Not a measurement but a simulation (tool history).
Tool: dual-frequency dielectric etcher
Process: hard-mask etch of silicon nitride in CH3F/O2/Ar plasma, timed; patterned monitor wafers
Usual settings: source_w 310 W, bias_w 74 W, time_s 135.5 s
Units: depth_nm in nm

| run | hour | source_w | bias_w | time_s | wafers since the last listed run | hours since the last wet clean | hours since the last source power generator calibration | hours since the last bias power generator calibration | hours since the last upper electrode change | hours since the gauge calibration | read-back reference wafer on the same gauge, depth_nm | depth_nm |
|---|---|---|---|---|---|---|---|---|---|---|---|---|
| 1 | 0.0 | 310 | 74 | 135.5 | 0 | 318.2 | 3196.2 | 4532.0 | 5107.9 | 95.2 | 91.0 | 78.8 |
| 2 | 12.4 | 310 | 74 | 135.5 | 123 | 330.6 | 3208.6 | 4544.4 | 5120.3 | 107.6 | 91.2 | 79.1 |
| 3 | 29.1 | 310 | 74 | 135.5 | 166 | 347.3 | 3225.3 | 4561.1 | 5137.0 | 124.3 | 90.9 | 78.0 |
| 4 | 39.3 | 310 | 74 | 135.5 | 101 | 357.5 | 3235.5 | 4571.3 | 5147.2 | 134.5 | 91.2 | 78.2 |
| 5 | 51.7 | 310 | 74 | 135.5 | 123 | 369.9 | 3247.9 | 4583.7 | 5159.6 | 146.9 | 91.2 | 77.9 |
| 6 | 62.2 | 310 | 62 | 135.5 | 104 | 380.4 | 3258.4 | 4594.2 | 5170.1 | 157.4 | 91.0 | 74.4 |
| 7 | 70.2 | 310 | 74 | 135.5 | 79 | 388.4 | 3266.4 | 4602.2 | 5178.1 | 165.4 | 91.1 | 78.1 |
|  | 93.1 | gauge calibrated |
|  | 101.8 | bias power generator calibrated |
|  | 125.6 | upper electrode replaced |
|  | 135.4 | wet clean of the chamber |
| 8 | 135.9 | 310 | 74 | 135.5 | 280 | 0.5 | 3332.1 | 34.1 | 10.3 | 42.8 | 91.1 | 78.5 |
| 9 | 136.2 | 310 | 74 | 135.5 | 2 | 0.8 | 3332.4 | 34.4 | 10.6 | 43.1 | 91.2 | 78.4 |
| 10 | 139.0 | 310 | 74 | 108.0 | 27 | 3.6 | 3335.2 | 37.2 | 13.4 | 45.9 | 91.1 | 62.2 |
| 11 | 156.6 | 310 | 74 | 108.0 | 175 | 21.2 | 3352.8 | 54.8 | 31.0 | 63.5 | 91.1 | 62.5 |
| 12 | 172.8 | 250 | 84 | 115.0 | 161 | 37.4 | 3369.0 | 71.0 | 47.2 | 79.7 | 91.3 | 64.3 |
| 13 | 181.8 | 380 | 74 | 135.5 | 89 | 46.4 | 3378.0 | 80.0 | 56.2 | 88.7 | 91.2 | 84.4 |
|  | 199.9 | source power generator calibrated |
| 14 | 200.4 | 230 | 80 | 118.0 | 145 | 65.0 | 0.5 | 98.6 | 74.8 | 107.3 | 91.1 | 63.1 |
| 15 | 213.3 | 310 | 74 | 135.5 | 128 | 77.9 | 13.4 | 111.5 | 87.7 | 120.2 | 91.1 | 78.7 |
| 16 | 223.5 | 350 | 82 | 135.5 | 101 | 88.1 | 23.6 | 121.7 | 97.9 | 130.4 | 91.0 | 83.9 |
| 17 | 232.3 | 290 | 86 | 123.5 | 87 | 96.9 | 32.4 | 130.5 | 106.7 | 139.2 | 91.0 | 73.2 |
| 18 | 247.5 | 360 | 88 | 108.0 | 151 | 112.1 | 47.6 | 145.7 | 121.9 | 154.4 | 91.2 | 70.1 |
| 19 | 253.6 | 270 | 61 | 167.5 | 60 | 118.2 | 53.7 | 151.8 | 128.0 | 160.5 | 91.1 | 87.5 |
| 20 | 262.9 | 310 | 74 | 135.5 | 92 | 127.5 | 63.0 | 161.1 | 137.3 | 169.8 | 91.1 | 78.2 |
| 21 | 273.2 | 310 | 74 | 135.5 | 102 | 137.8 | 73.3 | 171.4 | 147.6 | 180.1 | 91.3 | 78.9 |
| 22 | 291.0 | 240 | 64 | 116.5 | 177 | 155.6 | 91.1 | 189.2 | 165.4 | 197.9 | 90.9 | 58.8 |
| 23 | 298.8 | 270 | 79 | 120.0 | 77 | 163.4 | 98.9 | 197.0 | 173.2 | 205.7 | 91.1 | 68.0 |

What the log doesn't show, run by run:
etch rate over this chamber's usual, %: 0 in every run
source power that arrives over what is set, %: 0 in every run
bias power that arrives over what is set, %: 0 in every run
gauge reads high (%): 0 in every run

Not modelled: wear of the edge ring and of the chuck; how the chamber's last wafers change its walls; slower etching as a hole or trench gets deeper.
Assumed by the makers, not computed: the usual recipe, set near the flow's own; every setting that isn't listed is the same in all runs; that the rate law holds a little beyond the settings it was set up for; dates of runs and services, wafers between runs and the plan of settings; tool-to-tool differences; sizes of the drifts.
